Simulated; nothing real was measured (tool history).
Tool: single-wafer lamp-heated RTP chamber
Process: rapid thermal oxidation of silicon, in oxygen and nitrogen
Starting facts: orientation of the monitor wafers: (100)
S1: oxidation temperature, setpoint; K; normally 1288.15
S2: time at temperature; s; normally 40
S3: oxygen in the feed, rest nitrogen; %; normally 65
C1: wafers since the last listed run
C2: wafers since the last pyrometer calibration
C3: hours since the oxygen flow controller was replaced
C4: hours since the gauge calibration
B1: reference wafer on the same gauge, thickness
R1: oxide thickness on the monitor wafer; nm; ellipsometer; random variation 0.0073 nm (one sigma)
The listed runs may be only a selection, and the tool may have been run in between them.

run    hour       S1  S2  S3   C1    C2      C3      C4     B1     R1
  1       0  1288.15  40  65    0    10  4424.2  2144.8   5.19   4.85
  2    70.9  1288.15  40  65  427   437  4495.1  2215.7  5.188  4.865
  3   120.9  1288.15  40  53  301   739  4545.1  2265.7  5.189  4.531
  4   150.6  1288.15  40  53  179   918  4574.8  2295.4  5.188  4.541
  5   179.7  1288.15  40  53  175  1094  4603.9  2324.5   5.19  4.541
  6   236.5  1288.15  40  65  342  1436  4660.7  2381.3   5.19  4.849
  7   297.7  1288.15  40  65  369  1805  4721.9  2442.5   5.19  4.881
  8   324.9  1270.15  40  65  164  1969  4749.1  2469.7   5.19  4.294
  9   396.6  1270.15  40  65  432  2401  4820.8  2541.4  5.191  4.308
 10   461.9  1270.15  40  65  393  2795  4886.1  2606.7  5.192  4.303
 11   512.2  1288.15  40  65  303  3098  4936.4    2657   5.19  4.873
 12   542.6  1288.15  40  65  183  3282  4966.8  2687.4  5.189  4.879
 13   597.5  1264.15  40  65  331  3613  5021.7  2742.3   5.19  4.135
      611.9  -- gauge calibrated
 14   654.2  1264.15  40  65  341  3955  5078.4    42.3  5.192  4.159
 15   702.3  1288.15  40  65  290  4245  5126.5    90.4  5.191  4.875
 16   768.4  1296.15  40  65  398  4643  5192.6   156.5  5.189  5.173
 17   833.6  1307.15  40  39  393  5037  5257.8   221.7  5.191   4.69
 18   875.9  1288.15  40  65  255  5292  5300.1     264  5.192  4.916
 19   919.2  1288.15  40  65  261  5553  5343.4   307.3   5.19  4.914
 20   967.1  1288.15  40  65  288  5842  5391.3   355.2  5.192  4.911
 21  1018.7  1266.15  33  65  311  6153  5442.9   406.8   5.19  3.917
 22    1086  1288.15  40  75  405  6559  5510.2   474.1   5.19  5.182
 23  1115.4  1288.15  40  65  177  6736  5539.6   503.5  5.191  4.931
 24  1175.9  1273.15  40  79  364  7101  5600.1     564  5.189  4.746
 25  1237.5  1300.15  22  65  371  7472  5661.7   625.6  5.189  4.214
 26  1303.5  1309.15  22  85  397  7870  5727.7   691.6  5.191  4.898
     1367.6  -- pyrometer window cleaned and pyrometer calibrated
 27  1440.6  1303.15  46  37  778   439  5864.8   828.7  5.192  4.712
 28  1466.5  1288.15  40  65  156   596  5890.7   854.6  5.191  4.842
 29    1492  1288.15  40  48  153   749  5916.2   880.1  5.192  4.385
     1550.2  -- oxygen flow controller replaced
 30  1550.6  1288.15  40  65  305  1055     0.4   938.7  5.191  4.838
 31  1577.7  1299.15  50  93  163  1218    27.5   965.8  5.188   6.52
 32  1633.4  1288.15  52  65  335  1554    83.2  1021.5  5.189  5.419
 33  1666.8  1288.15  40  65  201  1755   116.6  1054.9   5.19  4.855
 34  1748.3  1288.15  40  65  491  2247   198.1  1136.4   5.19  4.851
 35  1779.7  1288.15  40  65  189  2436   229.5  1167.8  5.192  4.848
 36  1918.7  1300.15  22  65  838  3274   368.5  1306.8  5.189  4.133
 37  1950.2  1316.15  34  91  189  3464     400  1338.3   5.19  6.179
 38  2022.1  1259.15  55  80  433  3898   471.9  1410.2  5.188  4.864
 39  2090.5  1266.15  21  80  412  4310   540.3  1478.6  5.189  3.501

3 options for the next run, each taken on its own from the tool as it stands now. Forecast them:
  A  2091  1288.15  40  65   3  4313  540.8  1479.1   ?   ?
  B  2091  1288.15  52  39   3  4313  540.8  1479.1   ?   ?
  C  2091  1288.15  40  36   3  4313  540.8  1479.1   ?   ?

run     B1     R1
  A  5.191   4.89
  B  5.191  4.607
  C  5.191  4.042
Stripped of hidden state, with their random variation kept, the same runs would have yielded:
run     R1
  A  4.859
  B  4.579
  C  4.019

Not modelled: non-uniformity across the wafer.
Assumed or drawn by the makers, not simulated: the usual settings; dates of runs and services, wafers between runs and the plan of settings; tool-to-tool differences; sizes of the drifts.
